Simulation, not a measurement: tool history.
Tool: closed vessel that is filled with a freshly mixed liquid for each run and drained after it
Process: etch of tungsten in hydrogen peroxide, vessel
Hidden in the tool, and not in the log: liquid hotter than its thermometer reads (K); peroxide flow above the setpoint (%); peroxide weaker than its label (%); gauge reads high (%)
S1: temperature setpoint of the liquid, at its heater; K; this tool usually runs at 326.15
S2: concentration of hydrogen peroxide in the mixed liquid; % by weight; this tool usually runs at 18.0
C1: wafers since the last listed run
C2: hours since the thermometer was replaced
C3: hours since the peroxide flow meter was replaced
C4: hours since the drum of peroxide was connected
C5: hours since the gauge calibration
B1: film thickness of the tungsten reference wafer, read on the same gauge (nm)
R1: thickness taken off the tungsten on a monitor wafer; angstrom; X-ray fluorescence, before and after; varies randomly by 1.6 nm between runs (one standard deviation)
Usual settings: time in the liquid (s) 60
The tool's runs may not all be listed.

{"run": 1, "hour": 0.0, "S1": 326.15, "S2": 22.5, "time in the liquid (s)": 35, "C1": 0, "C2": 13.7, "C3": 507.4, "C4": 380.9, "C5": 557.8, "B1": 59.98, "R1": 1331.9}
{"run": 2, "hour": 90.5, "S1": 326.15, "S2": 22.5, "time in the liquid (s)": 35, "C1": 6631, "C2": 104.2, "C3": 597.9, "C4": 471.4, "C5": 648.3, "B1": 60.01, "R1": 1309.9}
{"hour": 201.1, "done": "new drum of peroxide connected"}
{"run": 3, "hour": 240.6, "S1": 326.15, "S2": 18.0, "time in the liquid (s)": 40, "C1": 10925, "C2": 254.3, "C3": 748.0, "C4": 39.5, "C5": 798.4, "B1": 60.0, "R1": 1404.4}
{"run": 4, "hour": 334.7, "S1": 326.15, "S2": 18.0, "time in the liquid (s)": 40, "C1": 6895, "C2": 348.4, "C3": 842.1, "C4": 133.6, "C5": 892.5, "B1": 60.0, "R1": 1379.6}
{"run": 5, "hour": 400.1, "S1": 326.15, "S2": 18.0, "time in the liquid (s)": 40, "C1": 4792, "C2": 413.8, "C3": 907.5, "C4": 199.0, "C5": 957.9, "B1": 59.99, "R1": 1381.8}
{"run": 6, "hour": 697.4, "S1": 326.15, "S2": 18.0, "time in the liquid (s)": 60, "C1": 21785, "C2": 711.1, "C3": 1204.8, "C4": 496.3, "C5": 1255.2, "B1": 60.01, "R1": 2044.9}
{"run": 7, "hour": 749.4, "S1": 326.15, "S2": 18.0, "time in the liquid (s)": 60, "C1": 3810, "C2": 763.1, "C3": 1256.8, "C4": 548.3, "C5": 1307.2, "B1": 60.0, "R1": 2017.1}
{"hour": 807.1, "done": "new drum of peroxide connected"}
{"hour": 826.6, "done": "peroxide flow meter replaced"}
{"run": 8, "hour": 834.9, "S1": 326.15, "S2": 18.0, "time in the liquid (s)": 60, "C1": 6118, "C2": 848.6, "C3": 8.3, "C4": 27.8, "C5": 1392.7, "B1": 60.0, "R1": 2109.5}
{"run": 9, "hour": 924.2, "S1": 326.15, "S2": 18.0, "time in the liquid (s)": 60, "C1": 6543, "C2": 937.9, "C3": 97.6, "C4": 117.1, "C5": 1482.0, "B1": 59.98, "R1": 2060.5}
{"run": 10, "hour": 991.3, "S1": 326.15, "S2": 18.0, "time in the liquid (s)": 60, "C1": 4917, "C2": 1005.0, "C3": 164.7, "C4": 184.2, "C5": 1549.1, "B1": 59.97, "R1": 2057.3}
{"run": 11, "hour": 1031.2, "S1": 326.15, "S2": 18.0, "time in the liquid (s)": 60, "C1": 2923, "C2": 1044.9, "C3": 204.6, "C4": 224.1, "C5": 1589.0, "B1": 59.98, "R1": 2041.5}
{"run": 12, "hour": 1324.9, "S1": 326.15, "S2": 18.0, "time in the liquid (s)": 60, "C1": 21522, "C2": 1338.6, "C3": 498.3, "C4": 517.8, "C5": 1882.7, "B1": 60.0, "R1": 1997.5}
{"run": 13, "hour": 1385.4, "S1": 326.15, "S2": 18.0, "time in the liquid (s)": 60, "C1": 4433, "C2": 1399.1, "C3": 558.8, "C4": 578.3, "C5": 1943.2, "B1": 59.99, "R1": 2004.6}
{"run": 14, "hour": 1434.8, "S1": 326.15, "S2": 18.0, "time in the liquid (s)": 60, "C1": 3619, "C2": 1448.5, "C3": 608.2, "C4": 627.7, "C5": 1992.6, "B1": 60.0, "R1": 1985.8}
{"hour": 1457.8, "done": "new drum of peroxide connected"}
{"run": 15, "hour": 1483.7, "S1": 326.15, "S2": 18.0, "time in the liquid (s)": 60, "C1": 3510, "C2": 1497.4, "C3": 657.1, "C4": 25.9, "C5": 2041.5, "B1": 60.01, "R1": 2128.3}
{"hour": 1560.6, "done": "thermometer replaced"}
{"run": 16, "hour": 1563.3, "S1": 321.15, "S2": 18.0, "time in the liquid (s)": 80, "C1": 5759, "C2": 2.7, "C3": 736.7, "C4": 105.5, "C5": 2121.1, "B1": 60.01, "R1": 2045.3}
{"run": 17, "hour": 1658.0, "S1": 326.15, "S2": 18.0, "time in the liquid (s)": 60, "C1": 6939, "C2": 97.4, "C3": 831.4, "C4": 200.2, "C5": 2215.8, "B1": 60.0, "R1": 2090.0}
{"run": 18, "hour": 1697.0, "S1": 326.15, "S2": 18.0, "time in the liquid (s)": 60, "C1": 2857, "C2": 136.4, "C3": 870.4, "C4": 239.2, "C5": 2254.8, "B1": 60.01, "R1": 2043.8}
{"hour": 1739.1, "done": "gauge calibrated"}
{"run": 19, "hour": 1791.3, "S1": 326.15, "S2": 18.0, "time in the liquid (s)": 70, "C1": 6910, "C2": 230.7, "C3": 964.7, "C4": 333.5, "C5": 52.2, "B1": 60.01, "R1": 2430.1}
{"run": 20, "hour": 1862.5, "S1": 326.15, "S2": 18.0, "time in the liquid (s)": 75, "C1": 5217, "C2": 301.9, "C3": 1035.9, "C4": 404.7, "C5": 123.4, "B1": 60.01, "R1": 2533.9}
{"run": 21, "hour": 1902.8, "S1": 317.65, "S2": 18.0, "time in the liquid (s)": 70, "C1": 2953, "C2": 342.2, "C3": 1076.2, "C4": 445.0, "C5": 163.7, "B1": 59.98, "R1": 1402.5}
{"run": 22, "hour": 1942.5, "S1": 322.15, "S2": 18.0, "time in the liquid (s)": 75, "C1": 2909, "C2": 381.9, "C3": 1115.9, "C4": 484.7, "C5": 203.4, "B1": 60.0, "R1": 1975.7}
{"run": 23, "hour": 2048.8, "S1": 326.15, "S2": 18.0, "time in the liquid (s)": 75, "C1": 7789, "C2": 488.2, "C3": 1222.2, "C4": 591.0, "C5": 309.7, "B1": 60.0, "R1": 2518.7}
{"run": 24, "hour": 2107.2, "S1": 330.15, "S2": 13.5, "time in the liquid (s)": 45, "C1": 4279, "C2": 546.6, "C3": 1280.6, "C4": 649.4, "C5": 368.1, "B1": 60.0, "R1": 1627.4}
{"run": 25, "hour": 2197.7, "S1": 330.65, "S2": 22.0, "time in the liquid (s)": 60, "C1": 6631, "C2": 637.1, "C3": 1371.1, "C4": 739.9, "C5": 458.6, "B1": 60.02, "R1": 2869.9}
{"hour": 2199.8, "done": "new drum of peroxide connected"}
{"run": 26, "hour": 2284.3, "S1": 326.15, "S2": 14.5, "time in the liquid (s)": 90, "C1": 6272, "C2": 723.7, "C3": 1457.7, "C4": 84.5, "C5": 545.2, "B1": 59.99, "R1": 2796.1}
{"hour": 2286.6, "done": "peroxide flow meter replaced"}
{"run": 27, "hour": 2377.0, "S1": 322.15, "S2": 13.0, "time in the liquid (s)": 60, "C1": 6719, "C2": 816.4, "C3": 90.4, "C4": 177.2, "C5": 637.9, "B1": 59.97, "R1": 1374.4}
{"run": 28, "hour": 2484.0, "S1": 326.15, "S2": 18.0, "time in the liquid (s)": 60, "C1": 7840, "C2": 923.4, "C3": 197.4, "C4": 284.2, "C5": 744.9, "B1": 59.98, "R1": 2053.1}
{"run": 29, "hour": 2742.0, "S1": 326.15, "S2": 18.0, "time in the liquid (s)": 50, "C1": 18906, "C2": 1181.4, "C3": 455.4, "C4": 542.2, "C5": 1002.9, "B1": 60.0, "R1": 1676.6}

Predict each of these 5 candidate next runs independently; none follows another, all start after run 29:
{"run": "A", "hour": 2742.7, "S1": 331.15, "S2": 18.0, "time in the liquid (s)": 60, "C1": 51, "C2": 1182.1, "C3": 456.1, "C4": 542.9, "C5": 1003.6, "B1": "?", "R1": "?"}
{"run": "B", "hour": 2742.7, "S1": 319.15, "S2": 13.5, "time in the liquid (s)": 30, "C1": 51, "C2": 1182.1, "C3": 456.1, "C4": 542.9, "C5": 1003.6, "B1": "?", "R1": "?"}
{"run": "C", "hour": 2742.7, "S1": 326.15, "S2": 14.0, "time in the liquid (s)": 60, "C1": 51, "C2": 1182.1, "C3": 456.1, "C4": 542.9, "C5": 1003.6, "B1": "?", "R1": "?"}
{"run": "D", "hour": 2742.7, "S1": 319.15, "S2": 18.0, "time in the liquid (s)": 60, "C1": 51, "C2": 1182.1, "C3": 456.1, "C4": 542.9, "C5": 1003.6, "B1": "?", "R1": "?"}
{"run": "E", "hour": 2742.7, "S1": 319.65, "S2": 16.0, "time in the liquid (s)": 60, "C1": 51, "C2": 1182.1, "C3": 456.1, "C4": 542.9, "C5": 1003.6, "B1": "?", "R1": "?"}

run=A B1=60.01 R1=2734.0
run=B B1=60.01 R1=573.6
run=C B1=60.01 R1=1794.3
run=D B1=60.01 R1=1324.5
run=E B1=60.01 R1=1288.5
Take away the tool's hidden state, keep each run's random variation, and the runs would have read:
run=A R1=2836.2
run=B R1=595.0
run=C R1=1861.4
run=D R1=1374.1
run=E R1=1336.6
